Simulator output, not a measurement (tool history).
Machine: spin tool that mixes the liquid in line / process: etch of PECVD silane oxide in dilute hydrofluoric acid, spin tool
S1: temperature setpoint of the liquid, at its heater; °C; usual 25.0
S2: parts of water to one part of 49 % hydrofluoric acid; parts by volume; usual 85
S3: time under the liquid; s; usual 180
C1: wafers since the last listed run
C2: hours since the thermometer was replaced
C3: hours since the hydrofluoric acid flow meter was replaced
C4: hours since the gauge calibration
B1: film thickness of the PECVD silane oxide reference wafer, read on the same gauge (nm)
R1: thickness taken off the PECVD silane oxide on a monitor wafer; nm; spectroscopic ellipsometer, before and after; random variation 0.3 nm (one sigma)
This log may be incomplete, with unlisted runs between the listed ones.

| run | hour | S1 | S2 | S3 | C1 | C2 | C3 | C4 | B1 | R1 |
|---|---|---|---|---|---|---|---|---|---|---|
| 1 | 0.0 | 28.0 | 85 | 215 | 0 | 2147.0 | 915.5 | 95.0 | 50.02 | 41.66 |
| 2 | 10.9 | 28.0 | 85 | 215 | 53 | 2157.9 | 926.4 | 105.9 | 50.02 | 41.76 |
| 3 | 23.2 | 29.0 | 85 | 180 | 60 | 2170.2 | 938.7 | 118.2 | 50.00 | 35.96 |
| 4 | 33.8 | 29.0 | 85 | 180 | 52 | 2180.8 | 949.3 | 128.8 | 49.95 | 35.81 |
| 5 | 51.5 | 25.0 | 100 | 235 | 87 | 2198.5 | 967.0 | 146.5 | 49.98 | 33.51 |
| 6 | 60.4 | 25.0 | 85 | 180 | 43 | 2207.4 | 975.9 | 155.4 | 50.00 | 30.91 |
| 7 | 77.6 | 25.0 | 85 | 180 | 84 | 2224.6 | 993.1 | 172.6 | 49.99 | 30.51 |
| 8 | 90.0 | 25.0 | 85 | 180 | 61 | 2237.0 | 1005.5 | 185.0 | 50.02 | 30.54 |
| 9 | 98.2 | 22.5 | 60 | 180 | 40 | 2245.2 | 1013.7 | 193.2 | 49.99 | 40.27 |
|  | 107.5 | gauge calibrated |
| 10 | 110.2 | 25.0 | 85 | 180 | 59 | 2257.2 | 1025.7 | 2.7 | 50.04 | 29.93 |
| 11 | 117.6 | 25.0 | 85 | 180 | 36 | 2264.6 | 1033.1 | 10.1 | 49.96 | 29.98 |
| 12 | 131.2 | 25.0 | 85 | 180 | 66 | 2278.2 | 1046.7 | 23.7 | 49.99 | 30.26 |
| 13 | 139.5 | 25.0 | 85 | 180 | 40 | 2286.5 | 1055.0 | 32.0 | 50.00 | 30.28 |
| 14 | 157.4 | 25.0 | 105 | 80 | 88 | 2304.4 | 1072.9 | 49.9 | 50.05 | 10.38 |
| 15 | 166.8 | 22.0 | 115 | 130 | 46 | 2313.8 | 1082.3 | 59.3 | 50.00 | 13.72 |
| 16 | 181.6 | 28.0 | 120 | 250 | 72 | 2328.6 | 1097.1 | 74.1 | 49.99 | 31.58 |
| 17 | 192.1 | 25.0 | 85 | 180 | 51 | 2339.1 | 1107.6 | 84.6 | 49.97 | 29.94 |
| 18 | 207.1 | 23.5 | 115 | 270 | 73 | 2354.1 | 1122.6 | 99.6 | 50.04 | 29.80 |
|  | 253.5 | hydrofluoric acid flow meter replaced |
| 19 | 255.6 | 25.0 | 85 | 180 | 233 | 2402.6 | 2.1 | 148.1 | 49.96 | 35.40 |
|  | 264.5 | thermometer replaced |
| 20 | 266.0 | 28.0 | 85 | 180 | 46 | 1.5 | 12.5 | 158.5 | 50.03 | 40.43 |
| 21 | 281.8 | 25.0 | 105 | 180 | 77 | 17.3 | 28.3 | 174.3 | 50.05 | 27.85 |
|  | 290.1 | gauge calibrated |
| 22 | 290.3 | 25.0 | 85 | 180 | 41 | 25.8 | 36.8 | 0.2 | 50.01 | 35.91 |
| 23 | 307.7 | 22.5 | 70 | 270 | 85 | 43.2 | 54.2 | 17.6 | 50.00 | 59.67 |
| 24 | 316.3 | 25.0 | 85 | 180 | 42 | 51.8 | 62.8 | 26.2 | 49.98 | 35.45 |
| 25 | 330.4 | 28.0 | 85 | 270 | 69 | 65.9 | 76.9 | 40.3 | 49.98 | 60.30 |
| 26 | 338.1 | 25.0 | 85 | 180 | 37 | 73.6 | 84.6 | 48.0 | 49.99 | 35.72 |

3 ways to go on from here, each from the tool as it stands after run 26. What would each give?
| A | 338.6 | 25.0 | 85 | 180 | 2 | 74.1 | 85.1 | 48.5 | ? | ? |
| B | 338.6 | 20.5 | 55 | 180 | 2 | 74.1 | 85.1 | 48.5 | ? | ? |
| C | 338.6 | 25.0 | 65 | 180 | 2 | 74.1 | 85.1 | 48.5 | ? | ? |

| run | B1 | R1 |
|---|---|---|
| A | 50.01 | 35.12 |
| B | 50.01 | 46.90 |
| C | 50.01 | 47.17 |
The same runs, with their run-to-run variation unchanged, on a tool lacking any hidden condition would have given:
| run | R1 |
|---|---|
| A | 35.67 |
| B | 47.60 |
| C | 47.88 |
